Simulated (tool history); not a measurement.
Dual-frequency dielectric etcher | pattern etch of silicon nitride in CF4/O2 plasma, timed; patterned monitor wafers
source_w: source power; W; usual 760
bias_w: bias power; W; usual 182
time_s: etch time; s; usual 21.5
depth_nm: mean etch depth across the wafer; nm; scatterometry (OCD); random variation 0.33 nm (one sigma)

run,hour,source_w,bias_w,time_s,wafers since the last listed run,hours since the last wet clean,hours since the last source power generator calibration,hours since the last bias power generator calibration,hours since the last upper electrode change,hours since the gauge calibration,"read-back reference wafer on the same gauge, depth_nm",depth_nm
1,0,760,182,21.5,0,274.5,1752.1,4308.5,4526.7,225.6,62.5,61.9
2,16.7,760,182,21.5,237,291.2,1768.8,4325.2,4543.4,242.3,62.5,61.7
3,30.6,760,182,21.5,197,305.1,1782.7,4339.1,4557.3,256.2,62.5,62.1
4,47.2,760,182,21.5,236,321.7,1799.3,4355.7,4573.9,272.8,62.5,61.9
5,63.2,760,182,21.5,227,337.7,1815.3,4371.7,4589.9,288.8,62.5,62.4
6,71.4,760,152,21.5,116,345.9,1823.5,4379.9,4598.1,297,62.5,58.8
7,87.6,760,152,21.5,230,362.1,1839.7,4396.1,4614.3,313.2,62.5,59.1
8,105.2,760,152,21.5,250,379.7,1857.3,4413.7,4631.9,330.8,62.4,59.2
9,116,760,182,21.5,153,390.5,1868.1,4424.5,4642.7,341.6,62.5,61.7
# hour 122.5: source power generator calibrated
10,129.2,760,182,21.5,130,403.7,6.7,4437.7,4655.9,354.8,62.5,61.9
11,139.3,760,182,21.5,143,413.8,16.8,4447.8,4666,364.9,62.4,61.5
12,146.8,760,182,21.5,106,421.3,24.3,4455.3,4673.5,372.4,62.5,61.9
# hour 170.9: wet clean of the chamber
13,171.4,760,182,21.5,8,0.5,48.9,4479.9,4698.1,397,62.5,62.3
14,171.8,760,182,21.5,5,0.9,49.3,4480.3,4698.5,397.4,62.4,61.3
15,185.5,760,182,21.5,195,14.6,63,4494,4712.2,411.1,62.5,62
# hour 194.9: gauge calibrated
16,213,760,182,21.5,391,42.1,90.5,4521.5,4739.7,18.1,62.5,61.7
17,220.9,890,165,19,112,50,98.4,4529.4,4747.6,26,62.5,59.5
18,234,610,143,27.5,186,63.1,111.5,4542.5,4760.7,39.1,62.4,63
19,241.6,760,182,21.5,108,70.7,119.1,4550.1,4768.3,46.7,62.5,61.9
# hour 251.7: bias power generator calibrated
# hour 272: upper electrode replaced
20,272.5,760,156,19.5,94,101.6,150,20.8,0.5,77.6,62.5,53.6
21,272.8,820,163,21.5,4,101.9,150.3,21.1,0.8,77.9,62.5,63.7
22,296.9,900,182,21.5,343,126,174.4,45.2,24.9,102,62.5,70.5
23,304.9,880,220,17,113,134,182.4,53.2,32.9,110,62.5,57.6
24,311.3,660,153,21.5,91,140.4,188.8,59.6,39.3,116.4,62.5,53.2
25,327,680,182,25,223,156.1,204.5,75.3,55,132.1,62.5,65.8
26,344.3,820,215,18.5,246,173.4,221.8,92.6,72.3,149.4,62.6,58.8
27,353,760,182,21.5,123,182.1,230.5,101.3,81,158.1,62.4,61.4
28,360,700,155,21.5,99,189.1,237.5,108.3,88,165.1,62.5,56.1
29,375.5,760,182,21.5,220,204.6,253,123.8,103.5,180.6,62.5,61.9

Forecast each of these 5 alternatives for the next run:
A,375.9,760,182,21.5,5,205,253.4,124.2,103.9,181,?,?
B,375.9,840,205,26,5,205,253.4,124.2,103.9,181,?,?
C,375.9,670,182,21.5,5,205,253.4,124.2,103.9,181,?,?
D,375.9,760,144,21.5,5,205,253.4,124.2,103.9,181,?,?
E,375.9,640,209,18,5,205,253.4,124.2,103.9,181,?,?

run,"read-back reference wafer on the same gauge, depth_nm",depth_nm
A,62.5,61.9
B,62.5,83.7
C,62.5,56.4
D,62.5,58.1
E,62.5,47.5
Without the tool's hidden state the same runs would have given:
run,depth_nm
A,61.9
B,83.7
C,56.4
D,58.1
E,47.5
